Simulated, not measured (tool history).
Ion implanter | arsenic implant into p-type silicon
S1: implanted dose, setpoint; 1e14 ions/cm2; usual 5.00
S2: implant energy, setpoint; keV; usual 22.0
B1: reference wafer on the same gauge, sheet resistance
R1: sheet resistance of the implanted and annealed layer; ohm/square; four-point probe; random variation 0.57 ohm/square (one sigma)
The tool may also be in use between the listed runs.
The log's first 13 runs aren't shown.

run 14 hour=1239.9 | S1=5.00 S2=22.0 | B1=170.97 | R1=201.71
run 15 hour=1341.4 | S1=5.00 S2=22.0 | B1=170.98 | R1=200.44
run 16 hour=1389.0 | S1=5.00 S2=22.0 | B1=171.09 | R1=201.24
run 17 hour=1488.8 | S1=3.97 S2=19.0 | B1=171.05 | R1=243.72
run 18 hour=1591.9 | S1=6.34 S2=18.5 | B1=170.85 | R1=172.29
run 19 hour=1669.2 | S1=5.00 S2=22.0 | B1=170.90 | R1=200.73
run 20 hour=1772.5 | S1=6.30 S2=17.0 | B1=170.81 | R1=174.39
run 21 hour=1864.1 | S1=5.00 S2=22.0 | B1=171.02 | R1=200.50
-- hour=1918.5 extraction supply calibrated
run 22 hour=2119.6 | S1=5.00 S2=22.0 | B1=170.86 | R1=200.10
run 23 hour=2159.5 | S1=5.00 S2=27.0 | B1=171.01 | R1=193.77
run 24 hour=2240.3 | S1=5.00 S2=22.0 | B1=171.08 | R1=199.50
run 25 hour=2331.8 | S1=5.69 S2=25.0 | B1=171.06 | R1=179.01
run 26 hour=2380.6 | S1=5.00 S2=22.0 | B1=170.88 | R1=200.19
run 27 hour=2417.0 | S1=5.00 S2=29.0 | B1=170.94 | R1=191.54
run 28 hour=2524.9 | S1=5.64 S2=28.5 | B1=171.03 | R1=174.94
run 29 hour=2564.2 | S1=4.59 S2=29.0 | B1=171.05 | R1=204.66
run 30 hour=2635.4 | S1=5.00 S2=22.0 | B1=171.02 | R1=197.72
run 31 hour=2735.0 | S1=5.00 S2=22.0 | B1=170.98 | R1=198.28

Run 32 comes next. What will it give?
run 32 hour=2788.4 | S1=4.10 S2=27.5 | B1=? | R1=?

{"run 32": {"B1": 171.2, "R1": 223.78}}
Without the tool's hidden state the same run would have given R1 225.95 ohm/square.
